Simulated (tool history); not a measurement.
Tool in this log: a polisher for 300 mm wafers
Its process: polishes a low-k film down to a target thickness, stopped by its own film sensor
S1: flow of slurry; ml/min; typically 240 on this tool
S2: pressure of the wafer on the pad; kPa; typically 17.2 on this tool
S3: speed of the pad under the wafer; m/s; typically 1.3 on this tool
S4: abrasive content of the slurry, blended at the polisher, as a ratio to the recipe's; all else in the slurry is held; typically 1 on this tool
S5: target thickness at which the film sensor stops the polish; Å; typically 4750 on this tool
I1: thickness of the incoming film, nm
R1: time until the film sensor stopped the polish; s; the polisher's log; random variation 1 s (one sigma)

| run | day | S1 | S2 | S3 | S4 | S5 | I1 | R1 |
|---|---|---|---|---|---|---|---|---|
| 1 | 0 | 240 | 17.2 | 1.3 | 1 | 4750 | 523.8 | 64.4 |
|  | 0.304 | conditioning disc replaced and pad reconditioned |
| 2 | 0.521 | 240 | 17.2 | 1.3 | 1 | 4750 | 518.7 | 57.9 |
| 3 | 3.4 | 240 | 17.2 | 1.3 | 1 | 4750 | 515.9 | 55 |
|  | 4.254 | worn pad replaced by a new one |
| 4 | 4.767 | 240 | 17.2 | 1.3 | 1 | 4800 | 524.2 | 59.1 |
| 5 | 5.3 | 240 | 17.2 | 1.3 | 1 | 4750 | 517.2 | 57.2 |
| 6 | 6.633 | 240 | 21.4 | 1.3 | 1.05 | 4750 | 520.6 | 53.6 |
| 7 | 8.108 | 240 | 17.2 | 1.3 | 1 | 4750 | 515.5 | 55.6 |
| 8 | 8.662 | 240 | 17.2 | 1.3 | 1 | 4750 | 525.1 | 69 |
|  | 9.821 | slurry blender recalibrated |
| 9 | 9.842 | 240 | 17.2 | 1.3 | 1.15 | 4750 | 509.2 | 50.6 |
| 10 | 10.342 | 240 | 17.2 | 1.3 | 1.15 | 4750 | 519.8 | 67.2 |
|  | 11.125 | worn pad replaced by a new one |
| 11 | 11.783 | 240 | 17.2 | 1.3 | 1.15 | 4750 | 525.4 | 76.1 |
| 12 | 13.158 | 240 | 17.2 | 1.3 | 1 | 4750 | 525.2 | 82.8 |
|  | 13.712 | slurry nozzle cleaned |
| 13 | 13.771 | 240 | 17.2 | 1.44 | 1 | 4750 | 522.2 | 71.8 |
| 14 | 14.392 | 240 | 17.2 | 1.3 | 1 | 4750 | 512.8 | 60.6 |
|  | 15.067 | conditioning disc replaced and pad reconditioned |
|  | 16.942 | worn pad replaced by a new one |
|  | 17.358 | slurry blender recalibrated, repeated, since the last time left the tool worse |
| 15 | 18.1 | 240 | 17.2 | 1.3 | 1 | 4890 | 518.8 | 38.7 |
| 16 | 18.988 | 240 | 17.2 | 1.3 | 1 | 4750 | 525.8 | 65.4 |
| 17 | 20.054 | 240 | 17.2 | 1.58 | 0.9 | 4610 | 519.8 | 72.9 |
| 18 | 20.938 | 220 | 17.2 | 1.04 | 1 | 4640 | 520.7 | 87.8 |
|  | 21.671 | head pressure recalibrated |
| 19 | 21.779 | 240 | 17.2 | 1.3 | 1 | 4890 | 519.3 | 41.8 |
| 20 | 23.104 | 240 | 22.8 | 0.98 | 1 | 4750 | 520.7 | 59.6 |
|  | 23.379 | worn pad replaced by a new one |
| 21 | 23.621 | 240 | 17.2 | 1.06 | 1 | 4750 | 511 | 55.5 |
| 22 | 27.208 | 240 | 17.2 | 1.3 | 1 | 4750 | 517 | 59.4 |
| 23 | 28.483 | 240 | 17.2 | 0.96 | 1 | 4750 | 523.3 | 83.7 |
| 24 | 29.725 | 180 | 20 | 1.02 | 1 | 4850 | 525.4 | 65.2 |
|  | 30.158 | worn pad replaced by a new one |
|  | 30.65 | conditioning disc replaced and pad reconditioned |
|  | 31.104 | slurry blender recalibrated |
|  | 31.971 | slurry nozzle cleaned |
| 25 | 32.075 | 240 | 13.8 | 1.3 | 1.15 | 4750 | 518.9 | 62.2 |

Predict each of these 4 candidate next runs independently; none follows another, all start after run 25:
| A | 32.092 | 240 | 17.2 | 1.3 | 1 | 4750 | 513 | ? |
| B | 32.092 | 160 | 17.2 | 1.3 | 0.75 | 4750 | 513 | ? |
| C | 32.092 | 240 | 19.3 | 1.3 | 1 | 4700 | 513 | ? |
| D | 32.092 | 240 | 17.2 | 1.3 | 1.25 | 4750 | 513 | ? |

| run | R1 |
|---|---|
| A | 50.2 |
| B | 60.5 |
| C | 52.8 |
| D | 46 |
Without the tool's hidden state the same runs would have given:
| run | R1 |
|---|---|
| A | 49.8 |
| B | 60.1 |
| C | 52.5 |
| D | 45.7 |
